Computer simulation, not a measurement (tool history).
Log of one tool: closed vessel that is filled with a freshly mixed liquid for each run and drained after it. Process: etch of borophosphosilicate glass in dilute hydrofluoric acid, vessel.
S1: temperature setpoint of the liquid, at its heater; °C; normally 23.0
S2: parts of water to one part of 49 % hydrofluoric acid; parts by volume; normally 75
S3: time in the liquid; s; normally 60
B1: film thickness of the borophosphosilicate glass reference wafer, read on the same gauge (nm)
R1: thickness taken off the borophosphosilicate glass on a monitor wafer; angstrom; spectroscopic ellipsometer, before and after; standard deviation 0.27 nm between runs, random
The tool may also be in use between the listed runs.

{"run": 1, "hour": 0.0, "S1": 23.0, "S2": 65, "S3": 60, "B1": 130.01, "R1": 326.8}
{"run": 2, "hour": 27.5, "S1": 23.0, "S2": 65, "S3": 60, "B1": 129.99, "R1": 320.7}
{"run": 3, "hour": 58.4, "S1": 23.0, "S2": 75, "S3": 60, "B1": 129.99, "R1": 275.6}
{"run": 4, "hour": 113.5, "S1": 23.0, "S2": 75, "S3": 60, "B1": 130.01, "R1": 273.7}
{"run": 5, "hour": 149.7, "S1": 23.0, "S2": 75, "S3": 60, "B1": 130.0, "R1": 274.9}
{"run": 6, "hour": 190.0, "S1": 23.0, "S2": 75, "S3": 60, "B1": 129.99, "R1": 276.5}
{"run": 7, "hour": 233.4, "S1": 23.0, "S2": 75, "S3": 60, "B1": 130.01, "R1": 274.1}
{"run": 8, "hour": 304.0, "S1": 23.0, "S2": 75, "S3": 60, "B1": 129.98, "R1": 273.8}
{"run": 9, "hour": 365.1, "S1": 23.0, "S2": 55, "S3": 60, "B1": 129.99, "R1": 385.9}
{"run": 10, "hour": 422.2, "S1": 23.0, "S2": 55, "S3": 60, "B1": 129.97, "R1": 380.4}
{"hour": 455.3, "done": "thermometer replaced"}
{"run": 11, "hour": 455.7, "S1": 23.0, "S2": 75, "S3": 60, "B1": 130.0, "R1": 265.1}
{"run": 12, "hour": 480.0, "S1": 23.0, "S2": 75, "S3": 60, "B1": 129.98, "R1": 267.2}
{"run": 13, "hour": 521.8, "S1": 27.0, "S2": 50, "S3": 60, "B1": 130.01, "R1": 481.6}
{"run": 14, "hour": 561.5, "S1": 18.5, "S2": 75, "S3": 50, "B1": 129.99, "R1": 188.1}
{"hour": 605.7, "done": "hydrofluoric acid flow meter replaced"}
{"run": 15, "hour": 620.3, "S1": 19.0, "S2": 110, "S3": 90, "B1": 129.99, "R1": 234.6}

The next listed run, before its measurement:
{"hour": 678.1, "done": "gauge calibrated"}
{"run": 16, "hour": 686.4, "S1": 23.0, "S2": 60, "S3": 60, "B1": "?", "R1": "?"}

Run 16 gave B1 129.99, R1 361.7 angstrom.
Take away the tool's hidden state, keep the run-to-run variation as it was, and the same run would have given R1 364.0 angstrom.
